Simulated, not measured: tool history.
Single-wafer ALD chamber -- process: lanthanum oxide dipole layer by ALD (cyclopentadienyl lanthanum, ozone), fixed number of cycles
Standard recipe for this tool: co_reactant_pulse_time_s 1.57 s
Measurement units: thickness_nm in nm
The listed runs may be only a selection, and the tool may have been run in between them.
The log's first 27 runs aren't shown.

run	hour	co_reactant_pulse_time_s	wafers since the last listed run	hours since the last thermocouple change	hours since the last ozone generator service	hours since the showerhead was replaced	hours since the gauge calibration	read-back reference wafer on the same gauge, thickness_nm	thickness_nm
28	732	1.1	561	42	49.5	360.3	536.6	0.59	0.452
29	828.2	1.57	1813	138.2	145.7	456.5	632.8	0.591	0.52
30	844.7	2	311	154.7	162.2	473	649.3	0.59	0.536
31	869.3	1.57	463	179.3	186.8	497.6	673.9	0.59	0.521
32	904.4	1.57	661	214.4	221.9	532.7	709	0.59	0.519
33	935.8	1.57	592	245.8	253.3	564.1	740.4	0.59	0.518
34	955.5	1.16	371	265.5	273	583.8	760.1	0.59	0.461
35	972	1.57	311	282	289.5	600.3	776.6	0.59	0.519

Forecast each of these 3 alternatives for the next run:
A	972.4	2.13	7	282.4	289.9	600.7	777	?	?
B	972.4	1.07	7	282.4	289.9	600.7	777	?	?
C	972.4	2.15	7	282.4	289.9	600.7	777	?	?

run	read-back reference wafer on the same gauge, thickness_nm	thickness_nm
A	0.59	0.539
B	0.59	0.437
C	0.59	0.54
With no hidden state in the tool, these same runs would have given:
run	thickness_nm
A	0.541
B	0.446
C	0.541
